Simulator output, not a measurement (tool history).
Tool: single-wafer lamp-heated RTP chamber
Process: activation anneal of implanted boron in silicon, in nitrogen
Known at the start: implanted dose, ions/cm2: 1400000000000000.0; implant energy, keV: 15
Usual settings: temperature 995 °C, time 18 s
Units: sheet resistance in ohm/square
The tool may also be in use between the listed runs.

run,hour,temperature,time,"read-back reference wafer on the same gauge, sheet resistance",sheet resistance
1,0.0,987,18,97.04,124.52
# hour 52.2: pyrometer window cleaned and pyrometer calibrated
# hour 91.1: reflector plate cleaned
2,198.5,987,18,97.23,124.84
3,239.8,995,18,97.44,119.68
4,267.2,995,18,97.30,119.64
5,301.7,995,25,97.39,118.77
# hour 350.1: pyrometer window cleaned and pyrometer calibrated
6,368.5,995,25,97.29,118.70
7,404.5,988,21,97.36,122.99
# hour 417.6: reflector plate cleaned
8,462.9,995,13,97.46,122.25
9,523.1,995,13,97.36,122.40
# hour 534.5: gauge calibrated
# hour 666.1: pyrometer window cleaned and pyrometer calibrated
10,674.7,995,13,95.61,119.69
11,705.4,995,18,95.61,118.55
12,771.1,995,21,95.92,117.40
# hour 784.0: reflector plate cleaned
13,795.2,995,21,96.11,118.01
14,824.0,995,21,96.16,117.30
15,879.7,1025,22,96.33,108.71
16,927.5,1007,27,96.50,112.11
17,976.4,995,23,96.53,118.20
# hour 1019.3: pyrometer window cleaned and pyrometer calibrated
18,1047.4,995,18,96.62,119.46
19,1080.7,982,11,96.71,132.44
# hour 1137.5: reflector plate cleaned
20,1146.6,1007,27,96.91,112.80
21,1184.4,973,22,96.93,133.07
22,1209.1,1023,28,96.89,108.91
23,1269.6,995,21,97.06,118.59
# hour 1293.8: pyrometer window cleaned and pyrometer calibrated
24,1339.9,980,8,97.16,137.79
25,1383.8,995,22,97.19,118.41
# hour 1437.1: reflector plate cleaned
26,1438.8,1003,18,97.12,116.08
27,1499.2,995,18,97.18,120.35
28,1543.5,978,10,97.35,137.94
29,1601.4,1009,10,97.24,116.94

Forecast each of these 3 alternatives for the next run:
A,1601.8,995,18,?,?
B,1601.8,1007,25,?,?
C,1601.8,1012,8,?,?

run,"read-back reference wafer on the same gauge, sheet resistance",sheet resistance
A,97.35,120.38
B,97.35,113.93
C,97.35,116.97
Without the tool's hidden state the same runs would have given:
run,sheet resistance
A,117.54
B,111.24
C,114.21

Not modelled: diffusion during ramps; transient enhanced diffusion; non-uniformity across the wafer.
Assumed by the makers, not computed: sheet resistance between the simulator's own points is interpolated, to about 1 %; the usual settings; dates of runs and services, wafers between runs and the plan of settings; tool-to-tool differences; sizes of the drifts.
